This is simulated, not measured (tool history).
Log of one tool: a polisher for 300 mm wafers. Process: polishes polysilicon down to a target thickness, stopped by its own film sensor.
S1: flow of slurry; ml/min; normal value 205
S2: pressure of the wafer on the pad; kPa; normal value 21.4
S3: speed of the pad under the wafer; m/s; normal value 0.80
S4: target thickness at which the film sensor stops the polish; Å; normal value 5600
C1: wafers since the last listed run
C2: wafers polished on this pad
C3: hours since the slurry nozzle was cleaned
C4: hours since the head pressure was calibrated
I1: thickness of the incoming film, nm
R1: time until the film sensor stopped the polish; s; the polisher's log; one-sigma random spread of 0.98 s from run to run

run 1 hour=0.0 | S1=205 S2=21.4 S3=0.80 S4=5600 | C1=0 C2=134 C3=251.5 C4=66.0 | I1=1210.2 | R1=78.5
run 2 hour=51.5 | S1=205 S2=21.4 S3=0.80 S4=6430 | C1=521 C2=656 C3=303.0 C4=117.5 | I1=1242.6 | R1=72.8
run 3 hour=99.9 | S1=205 S2=21.4 S3=0.80 S4=6430 | C1=490 C2=1146 C3=351.4 C4=165.9 | I1=1214.8 | R1=69.7
run 4 hour=169.7 | S1=205 S2=21.4 S3=0.80 S4=6430 | C1=707 C2=1853 C3=421.2 C4=235.7 | I1=1233.2 | R1=73.3
run 5 hour=237.5 | S1=225 S2=21.4 S3=0.80 S4=5600 | C1=686 C2=2540 C3=489.0 C4=303.5 | I1=1221.5 | R1=80.7
run 6 hour=269.4 | S1=225 S2=21.4 S3=0.80 S4=5600 | C1=323 C2=2863 C3=520.9 C4=335.4 | I1=1238.2 | R1=82.6
run 7 hour=309.1 | S1=225 S2=21.4 S3=0.80 S4=5600 | C1=402 C2=3266 C3=560.6 C4=375.1 | I1=1208.2 | R1=79.6
run 8 hour=369.5 | S1=205 S2=21.4 S3=0.80 S4=6890 | C1=612 C2=3878 C3=621.0 C4=435.5 | I1=1217.0 | R1=63.4
-- hour=379.6 slurry nozzle cleaned
run 9 hour=411.9 | S1=205 S2=21.4 S3=0.80 S4=6890 | C1=419 C2=4297 C3=32.3 C4=477.9 | I1=1214.4 | R1=64.8
run 10 hour=467.2 | S1=205 S2=21.4 S3=0.80 S4=6890 | C1=560 C2=4857 C3=87.6 C4=533.2 | I1=1225.1 | R1=66.4
-- hour=479.4 worn pad replaced by a new one
run 11 hour=502.8 | S1=205 S2=21.4 S3=0.80 S4=5600 | C1=320 C2=237 C3=123.2 C4=568.8 | I1=1252.2 | R1=85.9
run 12 hour=532.7 | S1=205 S2=21.4 S3=0.80 S4=5600 | C1=302 C2=540 C3=153.1 C4=598.7 | I1=1237.9 | R1=84.2
run 13 hour=581.0 | S1=205 S2=21.4 S3=0.80 S4=5600 | C1=489 C2=1029 C3=201.4 C4=647.0 | I1=1218.1 | R1=81.8
run 14 hour=606.2 | S1=205 S2=26.9 S3=0.80 S4=5600 | C1=255 C2=1285 C3=226.6 C4=672.2 | I1=1208.7 | R1=65.2
run 15 hour=672.8 | S1=205 S2=26.9 S3=0.80 S4=5600 | C1=674 C2=1959 C3=293.2 C4=738.8 | I1=1222.1 | R1=67.4
run 16 hour=739.8 | S1=235 S2=26.9 S3=0.80 S4=3910 | C1=678 C2=2638 C3=360.2 C4=805.8 | I1=1240.1 | R1=83.6
run 17 hour=774.0 | S1=205 S2=21.4 S3=0.80 S4=6890 | C1=346 C2=2985 C3=394.4 C4=840.0 | I1=1236.2 | R1=69.1
run 18 hour=823.1 | S1=135 S2=26.2 S3=1.00 S4=4910 | C1=497 C2=3482 C3=443.5 C4=889.1 | I1=1240.4 | R1=66.5
run 19 hour=852.9 | S1=205 S2=21.4 S3=0.80 S4=5600 | C1=301 C2=3784 C3=473.3 C4=918.9 | I1=1222.1 | R1=83.7

For run 20, what comes out?
run 20 hour=886.2 | S1=205 S2=21.4 S3=0.96 S4=5600 | C1=337 C2=4122 C3=506.6 C4=952.2 | I1=1224.2 | R1=?

{"run 20": {"R1": 70.1}}
With no hidden state in the tool, this same run would have given R1 66.9 s.

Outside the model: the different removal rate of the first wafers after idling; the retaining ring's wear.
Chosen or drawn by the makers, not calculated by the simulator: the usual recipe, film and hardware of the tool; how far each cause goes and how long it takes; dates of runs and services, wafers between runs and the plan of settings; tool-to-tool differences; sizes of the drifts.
